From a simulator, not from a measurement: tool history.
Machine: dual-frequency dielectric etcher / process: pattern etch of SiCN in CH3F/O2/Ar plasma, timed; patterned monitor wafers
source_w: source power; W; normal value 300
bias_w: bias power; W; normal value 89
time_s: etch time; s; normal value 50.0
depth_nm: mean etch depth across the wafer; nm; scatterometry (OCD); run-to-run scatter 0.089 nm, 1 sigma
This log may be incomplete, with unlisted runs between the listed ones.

run,hour,source_w,bias_w,time_s,"read-back reference wafer on the same gauge, depth_nm",depth_nm
1,0.0,300,89,50.0,17.61,18.43
2,9.2,300,89,50.0,17.61,18.20
3,17.6,300,89,50.0,17.58,18.42
4,31.4,330,100,50.0,17.61,19.42
5,48.0,330,100,50.0,17.61,19.53
6,63.9,330,100,50.0,17.61,19.54
7,76.0,300,89,50.0,17.61,18.09
8,82.0,300,89,50.0,17.60,18.13
# hour 110.4: bias power generator calibrated
# hour 111.3: upper electrode replaced
9,111.8,300,89,50.0,17.61,17.96
10,112.2,300,89,50.0,17.61,18.08
11,112.5,300,69,37.0,17.61,12.13
12,120.9,250,89,37.5,17.61,12.93
# hour 137.8: gauge calibrated
# hour 148.9: source power generator calibrated
# hour 159.1: wet clean of the chamber
13,159.6,300,89,58.0,17.60,21.95
14,159.9,300,76,38.5,17.60,13.68
15,162.7,300,89,50.0,17.59,18.92
16,172.5,300,89,50.0,17.62,18.92
17,182.3,250,89,50.0,17.60,18.13
18,195.0,300,81,50.0,17.59,18.28
19,209.4,300,89,50.0,17.60,18.82
20,255.6,300,89,50.0,17.57,18.83

Below, some changes in depth_nm between adjacent runs. For each, the amount present without the hidden state too (settings, incoming material, random variation) and the amount remaining for the hidden state with gauge scatter not shared by both compared results:
The hidden state here: etch rate over this chamber's usual, %; source power that arrives over what is set, %; bias power that arrives over what is set, %; gauge reads high (%).
Run 10 -> 11: bias_w 89 -> 69, time_s 50.0 -> 37.0. depth_nm -5.95 nm: hidden state +0.27, all else -6.22.
Run 12 -> 13: source_w 250 -> 300, time_s 37.5 -> 58.0, gauge calibrated, source power generator calibrated, wet clean of the chamber. depth_nm +9.02 nm: hidden state +0.65, all else +8.37.
Run 13 -> 14: bias_w 89 -> 76, time_s 58.0 -> 38.5. depth_nm -8.27 nm: hidden state -0.03, all else -8.24.
